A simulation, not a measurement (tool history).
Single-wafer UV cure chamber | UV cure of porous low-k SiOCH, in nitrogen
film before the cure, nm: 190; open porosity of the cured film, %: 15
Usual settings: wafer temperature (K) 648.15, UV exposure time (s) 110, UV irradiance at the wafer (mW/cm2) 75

run,day,wafer temperature (K),UV exposure time (s),UV irradiance at the wafer (mW/cm2),loss of film thickness in the cure (%)
1,0,648.15,110,75,7.205
2,2.342,648.15,110,75,7.281
3,6.746,648.15,110,75,7.198
# day 8.442: quartz window cleaned
4,8.992,648.15,110,75,7.534
5,13.429,648.15,135,75,8.273
6,17.529,648.15,110,75,7.343
7,20.329,641.15,110,75,7.129
8,22.862,641.15,110,75,7.132
9,26.675,641.15,110,75,7.102
10,30.467,648.15,110,75,7.209
# day 30.8: quartz window cleaned
11,32.979,648.15,110,75,6.64
12,37.338,648.15,110,75,6.511
13,40.162,648.15,110,75,6.615
14,41.983,648.15,110,75,6.489
15,46.192,631.15,65,89,4.879
16,48.038,637.15,70,89,5.145
# day 48.833: quartz window cleaned, repeated, since the last time left the tool worse
17,50.412,648.15,110,75,7.457
# day 54.904: UV bulbs replaced
18,54.925,642.15,155,41,6.158
19,60.925,661.15,60,40,3.148
20,63.3,648.15,95,106,8.127
21,67.117,665.15,130,103,9.689
# day 68.142: quartz window cleaned
22,71.45,631.15,110,101,8.591
23,74.142,648.15,110,75,7.38
24,77.125,648.15,85,75,6.269
25,81.029,633.15,110,75,7.007
26,86.554,648.15,90,75,6.346
27,88.096,636.15,65,94,5.882
# day 90.867: quartz window cleaned
28,94.958,631.15,110,75,7.084

3 ways to go on from here, each from the tool as it stands after run 28. What would each give?
A,94.979,648.15,50,75,?
B,94.979,658.15,110,108,?
C,94.979,648.15,75,75,?

run,loss of film thickness in the cure (%)
A,4.472
B,9.319
C,5.942
Without the tool's hidden state the same runs would have given:
run,loss of film thickness in the cure (%)
A,4.649
B,9.561
C,6.149

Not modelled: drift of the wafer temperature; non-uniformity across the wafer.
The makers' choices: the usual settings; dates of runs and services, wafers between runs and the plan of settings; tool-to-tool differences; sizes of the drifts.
